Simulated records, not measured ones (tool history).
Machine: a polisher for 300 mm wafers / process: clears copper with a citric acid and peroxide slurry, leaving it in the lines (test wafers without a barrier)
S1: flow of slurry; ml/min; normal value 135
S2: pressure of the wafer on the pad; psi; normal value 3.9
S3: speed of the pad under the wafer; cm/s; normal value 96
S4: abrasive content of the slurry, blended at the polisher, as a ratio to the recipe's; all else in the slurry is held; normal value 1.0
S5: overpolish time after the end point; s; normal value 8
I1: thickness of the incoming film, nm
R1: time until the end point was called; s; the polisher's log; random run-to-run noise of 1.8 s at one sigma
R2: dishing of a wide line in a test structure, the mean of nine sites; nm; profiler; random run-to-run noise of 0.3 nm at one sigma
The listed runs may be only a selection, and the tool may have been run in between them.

Run 1, hour 0.0: usual settings but S3 86 cm/s, S5 11 s; I1 354.1. Result: R1 135.2 s, R2 19.8 nm.
At hour 16.5: worn pad replaced by a new one.
Run 2, hour 33.3: usual settings; I1 343.8. Result: R1 116.9 s, R2 16.3 nm.
Run 3, hour 57.9: usual settings; I1 356.2. Result: R1 121.4 s, R2 17.1 nm.
Run 4, hour 78.7: usual settings; I1 345.2. Result: R1 119.2 s, R2 16.9 nm.
Run 5, hour 112.4: usual settings but S1 155 ml/min, S4 0.8; I1 346.0. Result: R1 123.2 s, R2 16.0 nm.
At hour 130.7: slurry nozzle cleaned.
Run 6, hour 131.2: usual settings but S1 155 ml/min, S4 0.8; I1 356.6. Result: R1 123.8 s, R2 16.5 nm.
At hour 144.9: head pressure recalibrated.
Run 7, hour 153.7: usual settings; I1 345.2. Result: R1 115.5 s, R2 17.4 nm.
At hour 179.2: worn pad replaced by a new one.
Run 8, hour 185.3: usual settings; I1 345.4. Result: R1 112.1 s, R2 17.0 nm.
Run 9, hour 199.9: usual settings; I1 350.8. Result: R1 114.7 s, R2 17.6 nm.
At hour 225.2: slurry blender recalibrated.
Run 10, hour 226.3: usual settings but S1 155 ml/min; I1 346.7. Result: R1 109.7 s, R2 18.4 nm.
Run 11, hour 248.4: usual settings but S1 95 ml/min, S2 4.9 psi, S3 112 cm/s; I1 347.6. Result: R1 81.3 s, R2 23.7 nm.
Run 12, hour 263.2: usual settings but S2 3.4 psi, S3 114 cm/s; I1 352.3. Result: R1 107.2 s, R2 18.5 nm.
At hour 265.9: head pressure recalibrated, repeated, since the last time left the tool worse.
Run 13, hour 297.3: usual settings; I1 350.8. Result: R1 127.8 s, R2 15.0 nm.
Run 14, hour 332.8: usual settings; I1 347.7. Result: R1 125.3 s, R2 15.6 nm.
At hour 349.2: worn pad replaced by a new one.
At hour 359.7: slurry nozzle cleaned.
Run 15, hour 365.8: usual settings; I1 350.2. Result: R1 126.6 s, R2 15.5 nm.

Run 16 comes next. What will it give?
Run 16, hour 384.1: usual settings but S5 10 s; I1 351.0. Result: R1 ?, R2 ?.

R1: 124.9 s
R2: 19.5 nm
Were there no unlogged condition in the tool, this run, its random variation unchanged, would have produced R1 127.9 s, R2 19.0 nm.

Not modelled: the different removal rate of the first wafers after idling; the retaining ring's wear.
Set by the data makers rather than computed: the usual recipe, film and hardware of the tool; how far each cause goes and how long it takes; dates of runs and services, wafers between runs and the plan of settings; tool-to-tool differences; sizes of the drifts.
